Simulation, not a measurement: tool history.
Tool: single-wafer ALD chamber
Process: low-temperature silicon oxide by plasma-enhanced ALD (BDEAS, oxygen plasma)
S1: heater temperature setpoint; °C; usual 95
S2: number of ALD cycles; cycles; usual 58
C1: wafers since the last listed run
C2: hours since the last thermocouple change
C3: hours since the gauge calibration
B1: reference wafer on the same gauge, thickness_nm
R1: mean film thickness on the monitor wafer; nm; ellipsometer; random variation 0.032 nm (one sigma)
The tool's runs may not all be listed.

run 1 hour=0.0 | S1=95 S2=65 | C1=0 C2=156.1 C3=2381.0 | B1=9.264 | R1=10.087
run 2 hour=66.2 | S1=95 S2=65 | C1=457 C2=222.3 C3=2447.2 | B1=9.258 | R1=10.136
run 3 hour=144.8 | S1=95 S2=58 | C1=543 C2=300.9 C3=2525.8 | B1=9.260 | R1=9.034
run 4 hour=190.8 | S1=95 S2=58 | C1=317 C2=346.9 C3=2571.8 | B1=9.268 | R1=9.087
run 5 hour=274.2 | S1=95 S2=58 | C1=576 C2=430.3 C3=2655.2 | B1=9.254 | R1=9.087
run 6 hour=478.9 | S1=95 S2=58 | C1=1414 C2=635.0 C3=2859.9 | B1=9.260 | R1=9.097
run 7 hour=526.5 | S1=95 S2=58 | C1=328 C2=682.6 C3=2907.5 | B1=9.279 | R1=9.083
run 8 hour=632.5 | S1=95 S2=58 | C1=732 C2=788.6 C3=3013.5 | B1=9.256 | R1=9.151
run 9 hour=696.7 | S1=95 S2=58 | C1=443 C2=852.8 C3=3077.7 | B1=9.256 | R1=9.113
run 10 hour=741.6 | S1=95 S2=58 | C1=310 C2=897.7 C3=3122.6 | B1=9.259 | R1=9.154
run 11 hour=827.2 | S1=95 S2=58 | C1=591 C2=983.3 C3=3208.2 | B1=9.255 | R1=9.161
run 12 hour=910.7 | S1=95 S2=58 | C1=577 C2=1066.8 C3=3291.7 | B1=9.250 | R1=9.142
run 13 hour=984.7 | S1=95 S2=58 | C1=511 C2=1140.8 C3=3365.7 | B1=9.247 | R1=9.208
run 14 hour=1022.9 | S1=95 S2=58 | C1=264 C2=1179.0 C3=3403.9 | B1=9.277 | R1=9.196
run 15 hour=1095.1 | S1=95 S2=58 | C1=499 C2=1251.2 C3=3476.1 | B1=9.250 | R1=9.189
run 16 hour=1147.3 | S1=95 S2=58 | C1=360 C2=1303.4 C3=3528.3 | B1=9.251 | R1=9.179
run 17 hour=1231.7 | S1=95 S2=58 | C1=583 C2=1387.8 C3=3612.7 | B1=9.258 | R1=9.166
-- hour=1274.0 gauge calibrated
run 18 hour=1277.7 | S1=95 S2=61 | C1=317 C2=1433.8 C3=3.7 | B1=9.280 | R1=9.692
run 19 hour=1373.2 | S1=95 S2=61 | C1=660 C2=1529.3 C3=99.2 | B1=9.256 | R1=9.707
run 20 hour=1410.9 | S1=95 S2=58 | C1=260 C2=1567.0 C3=136.9 | B1=9.263 | R1=9.206
run 21 hour=1479.9 | S1=95 S2=58 | C1=476 C2=1636.0 C3=205.9 | B1=9.281 | R1=9.189
run 22 hour=1562.3 | S1=89 S2=51 | C1=569 C2=1718.4 C3=288.3 | B1=9.269 | R1=8.309
run 23 hour=1612.8 | S1=95 S2=58 | C1=349 C2=1768.9 C3=338.8 | B1=9.264 | R1=9.153
run 24 hour=1661.7 | S1=88 S2=47 | C1=337 C2=1817.8 C3=387.7 | B1=9.259 | R1=7.604
run 25 hour=1742.3 | S1=108 S2=53 | C1=557 C2=1898.4 C3=468.3 | B1=9.255 | R1=8.022
run 26 hour=1843.7 | S1=83 S2=67 | C1=700 C2=1999.8 C3=569.7 | B1=9.275 | R1=11.201
run 27 hour=1944.8 | S1=85 S2=47 | C1=698 C2=2100.9 C3=670.8 | B1=9.265 | R1=7.726
-- hour=1995.7 thermocouple changed; heater temperature recalibrated
run 28 hour=2027.9 | S1=90 S2=50 | C1=519 C2=32.2 C3=753.9 | B1=9.261 | R1=7.863
run 29 hour=2090.1 | S1=103 S2=54 | C1=429 C2=94.4 C3=816.1 | B1=9.256 | R1=8.172
run 30 hour=2147.8 | S1=104 S2=54 | C1=398 C2=152.1 C3=873.8 | B1=9.266 | R1=8.177
run 31 hour=2197.0 | S1=95 S2=67 | C1=340 C2=201.3 C3=923.0 | B1=9.249 | R1=10.321
run 32 hour=2239.2 | S1=95 S2=54 | C1=291 C2=243.5 C3=965.2 | B1=9.266 | R1=8.391
run 33 hour=2450.9 | S1=95 S2=58 | C1=1463 C2=455.2 C3=1176.9 | B1=9.270 | R1=9.028
run 34 hour=2501.2 | S1=103 S2=65 | C1=347 C2=505.5 C3=1227.2 | B1=9.270 | R1=9.879
run 35 hour=2557.5 | S1=95 S2=58 | C1=389 C2=561.8 C3=1283.5 | B1=9.259 | R1=9.052
run 36 hour=2611.0 | S1=95 S2=58 | C1=369 C2=615.3 C3=1337.0 | B1=9.254 | R1=9.083
run 37 hour=2681.9 | S1=89 S2=58 | C1=490 C2=686.2 C3=1407.9 | B1=9.254 | R1=9.306
run 38 hour=2767.8 | S1=108 S2=66 | C1=593 C2=772.1 C3=1493.8 | B1=9.273 | R1=9.984
run 39 hour=2821.9 | S1=91 S2=69 | C1=373 C2=826.2 C3=1547.9 | B1=9.255 | R1=11.058
run 40 hour=2927.5 | S1=102 S2=52 | C1=729 C2=931.8 C3=1653.5 | B1=9.264 | R1=7.933
run 41 hour=2987.9 | S1=108 S2=58 | C1=417 C2=992.2 C3=1713.9 | B1=9.260 | R1=8.696

Forecast each of these 5 alternatives for the next run:
run A hour=2988.4 | S1=95 S2=58 | C1=3 C2=992.7 C3=1714.4 | B1=? | R1=?
run B hour=2988.4 | S1=95 S2=47 | C1=3 C2=992.7 C3=1714.4 | B1=? | R1=?
run C hour=2988.4 | S1=95 S2=69 | C1=3 C2=992.7 C3=1714.4 | B1=? | R1=?
run D hour=2988.4 | S1=95 S2=51 | C1=3 C2=992.7 C3=1714.4 | B1=? | R1=?
run E hour=2988.4 | S1=102 S2=65 | C1=3 C2=992.7 C3=1714.4 | B1=? | R1=?

run=A B1=9.254 R1=9.132
run=B B1=9.254 R1=7.400
run=C B1=9.254 R1=10.864
run=D B1=9.254 R1=8.030
run=E B1=9.254 R1=9.950
Without the tool's hidden state the same runs would have given:
run=A R1=8.977
run=B R1=7.275
run=C R1=10.680
run=D R1=7.894
run=E R1=9.829
